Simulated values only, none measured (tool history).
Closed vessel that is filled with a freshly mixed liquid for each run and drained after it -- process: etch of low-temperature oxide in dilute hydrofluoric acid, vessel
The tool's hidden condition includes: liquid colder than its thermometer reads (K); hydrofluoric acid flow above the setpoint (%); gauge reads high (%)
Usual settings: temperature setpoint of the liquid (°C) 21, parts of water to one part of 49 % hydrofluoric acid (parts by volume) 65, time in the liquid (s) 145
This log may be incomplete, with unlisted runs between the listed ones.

run,hour,temperature setpoint of the liquid (°C),parts of water to one part of 49 % hydrofluoric acid (parts by volume),time in the liquid (s),wafers since the last listed run,hours since the thermometer was replaced,hours since the hydrofluoric acid flow meter was replaced,hours since the gauge calibration,"read-back film thickness of the low-temperature oxide reference wafer, read on the same gauge (nm)",thickness taken off the low-temperature oxide on a monitor wafer (Å)
1,0,17.5,65,145,0,1122.1,324.4,693.4,49.98,378.6
2,29.7,17.5,65,145,1840,1151.8,354.1,723.1,50.02,377.7
# hour 31.2: gauge calibrated
3,56.6,21,65,145,1666,1178.7,381,25.4,50.01,434.3
4,83.5,21,65,145,1666,1205.6,407.9,52.3,50,433.9
5,111.4,21,65,145,1728,1233.5,435.8,80.2,50.01,434.5
6,172.5,21,65,145,3785,1294.6,496.9,141.3,50,433.5
7,228.7,21,85,85,3481,1350.8,553.1,197.5,50,190.3
8,287.9,21,65,145,3667,1410,612.3,256.7,49.99,428.5
9,313.5,21,65,145,1586,1435.6,637.9,282.3,50.01,434.1
10,374.5,21,65,145,3779,1496.6,698.9,343.3,50.01,433.4
11,406.2,21,65,145,1964,1528.3,730.6,375,50.01,431.2
# hour 413.1: hydrofluoric acid flow meter replaced
# hour 457.3: thermometer replaced
12,476.8,21,65,145,4250,19.5,63.7,445.6,50.02,398.4
13,510.5,21,65,145,2087,53.2,97.4,479.3,50.02,408.7
14,534.8,21,65,145,1505,77.5,121.7,503.6,50,405.6
15,567.9,17,85,190,2050,110.6,154.8,536.7,50,333.7
16,629,21,65,90,3785,171.7,215.9,597.8,50,248.1
17,670,21,65,145,2540,212.7,256.9,638.8,49.98,399.9
# hour 674: thermometer replaced, repeated, since the last time left the tool worse
18,719.1,21,65,205,2980,45.1,306,687.9,50.01,658.2
19,781.7,21,65,145,3878,107.7,368.6,750.5,50,460.5
# hour 810: gauge calibrated
20,833.2,18.5,55,145,3190,159.2,420.1,23.2,50,489.8
21,967.2,21,65,145,8302,293.2,554.1,157.2,49.98,452.2
22,1027.3,24,90,105,3723,353.3,614.2,217.3,50.02,263
23,1091.5,17,80,200,3977,417.5,678.4,281.5,50,416.1
24,1149.9,21,95,170,3618,475.9,736.8,339.9,50.02,354
# hour 1158.2: hydrofluoric acid flow meter replaced
25,1198.5,21,80,145,2949,524.5,40.3,388.5,50,356.8
26,1224,17,65,145,1579,550,65.8,414,49.99,379.1
27,1283.5,21,65,145,3686,609.5,125.3,473.5,50.02,454.9

Each row is a separate what-if for the run after 27, all from the same tool condition, not one after another. Results?
A,1284.2,21,55,145,43,610.2,126,474.2,?,?
B,1284.2,24,95,70,43,610.2,126,474.2,?,?
C,1284.2,26,50,70,43,610.2,126,474.2,?,?
D,1284.2,21,80,115,43,610.2,126,474.2,?,?
E,1284.2,21,75,120,43,610.2,126,474.2,?,?

run,"read-back film thickness of the low-temperature oxide reference wafer, read on the same gauge (nm)",thickness taken off the low-temperature oxide on a monitor wafer (Å)
A,50,545
B,50,164.1
C,50,358.3
D,50,288.5
E,50,323
Stripped of hidden state, with their random variation kept, the same runs would have yielded:
run,thickness taken off the low-temperature oxide on a monitor wafer (Å)
A,559.2
B,168.2
C,367.3
D,295.9
E,331.3
